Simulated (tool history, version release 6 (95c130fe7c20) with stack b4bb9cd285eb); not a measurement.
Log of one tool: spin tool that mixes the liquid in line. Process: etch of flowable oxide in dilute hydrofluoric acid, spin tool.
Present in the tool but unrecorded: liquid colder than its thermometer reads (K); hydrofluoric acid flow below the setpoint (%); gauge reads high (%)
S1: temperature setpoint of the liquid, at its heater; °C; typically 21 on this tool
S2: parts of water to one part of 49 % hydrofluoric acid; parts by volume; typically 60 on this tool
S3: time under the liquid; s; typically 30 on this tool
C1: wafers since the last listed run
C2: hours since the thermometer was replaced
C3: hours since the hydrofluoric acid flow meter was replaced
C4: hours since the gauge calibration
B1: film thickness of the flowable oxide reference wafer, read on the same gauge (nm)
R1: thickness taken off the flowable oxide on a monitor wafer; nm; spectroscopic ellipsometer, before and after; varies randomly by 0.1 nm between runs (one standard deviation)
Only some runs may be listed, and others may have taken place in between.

Run 1, hour 0: usual settings but S1 17 °C, S3 40 s; C1 0; C2 1604.1; C3 1879.1; C4 76.9; B1 110.83. Result: R1 28.15 nm.
Run 2, hour 18.7: usual settings but S1 17 °C, S3 40 s; C1 290; C2 1622.8; C3 1897.8; C4 95.6; B1 110.94. Result: R1 28.35 nm.
Run 3, hour 40.7: usual settings but S1 22 °C; C1 342; C2 1644.8; C3 1919.8; C4 117.6; B1 111.06. Result: R1 26.15 nm.
Run 4, hour 74.2: usual settings but S1 19 °C, S2 55 parts by volume; C1 521; C2 1678.3; C3 1953.3; C4 151.1; B1 111.21. Result: R1 25.41 nm.
At hour 139: thermometer replaced.
Run 5, hour 156.6: usual settings but S1 19 °C, S2 55 parts by volume; C1 1266; C2 17.6; C3 2035.7; C4 233.5; B1 111.45. Result: R1 25.47 nm.
Run 6, hour 169.7: usual settings; C1 203; C2 30.7; C3 2048.8; C4 246.6; B1 111.46. Result: R1 25.23 nm.
Run 7, hour 195.9: usual settings; C1 407; C2 56.9; C3 2075; C4 272.8; B1 111.53. Result: R1 25.17 nm.
Run 8, hour 224.9: usual settings; C1 451; C2 85.9; C3 2104; C4 301.8; B1 111.55. Result: R1 25.1 nm.
Run 9, hour 254.4: usual settings but S1 19 °C, S2 55 parts by volume; C1 459; C2 115.4; C3 2133.5; C4 331.3; B1 111.58. Result: R1 25.44 nm.
Run 10, hour 269.5: usual settings but S2 85 parts by volume, S3 40 s; C1 234; C2 130.5; C3 2148.6; C4 346.4; B1 111.57. Result: R1 23.12 nm.
At hour 275.4: gauge calibrated.
At hour 284.9: hydrofluoric acid flow meter replaced.
Run 11, hour 298.2: usual settings but S2 75 parts by volume, S3 20 s; C1 431; C2 159.2; C3 13.3; C4 22.8; B1 110.2. Result: R1 13.02 nm.
Run 12, hour 334: usual settings; C1 557; C2 195; C3 49.1; C4 58.6; B1 110.55. Result: R1 25.19 nm.
Run 13, hour 354.4: usual settings but S2 80 parts by volume, S3 35 s; C1 317; C2 215.4; C3 69.5; C4 79; B1 110.69. Result: R1 21.53 nm.
Run 14, hour 381: usual settings but S1 23.5 °C, S2 80 parts by volume; C1 413; C2 242; C3 96.1; C4 105.6; B1 110.88. Result: R1 20.32 nm.
Run 15, hour 399.7: usual settings but S2 80 parts by volume, S3 40 s; C1 290; C2 260.7; C3 114.8; C4 124.3; B1 110.98. Result: R1 24.44 nm.
Run 16, hour 425.7: usual settings but S2 85 parts by volume, S3 45 s; C1 404; C2 286.7; C3 140.8; C4 150.3; B1 111.09. Result: R1 25.75 nm.
Run 17, hour 452.4: usual settings but S1 24.5 °C, S2 70 parts by volume, S3 40 s; C1 415; C2 313.4; C3 167.5; C4 177; B1 111.17. Result: R1 32.78 nm.

Consider 4 possible next runs. They are alternatives, not a sequence: every one starts from the tool as it was left by run 17. What does each give?
Run A, hour 452.8: usual settings; C1 6; C2 313.8; C3 167.9; C4 177.4; B1 ?. Result: R1 ?.
Run B, hour 452.8: usual settings but S3 45 s; C1 6; C2 313.8; C3 167.9; C4 177.4; B1 ?. Result: R1 ?.
Run C, hour 452.8: usual settings but S1 23.5 °C; C1 6; C2 313.8; C3 167.9; C4 177.4; B1 ?. Result: R1 ?.
Run D, hour 452.8: usual settings but S2 70 parts by volume; C1 6; C2 313.8; C3 167.9; C4 177.4; B1 ?. Result: R1 ?.

run     B1     R1
  A  111.2  25.25
  B  111.2  37.88
  C  111.2  28.01
  D  111.2  21.39
The same runs, with their run-to-run variation unchanged, on a tool lacking any hidden condition would have given:
run     R1
  A  24.98
  B  37.47
  C  27.71
  D  21.16
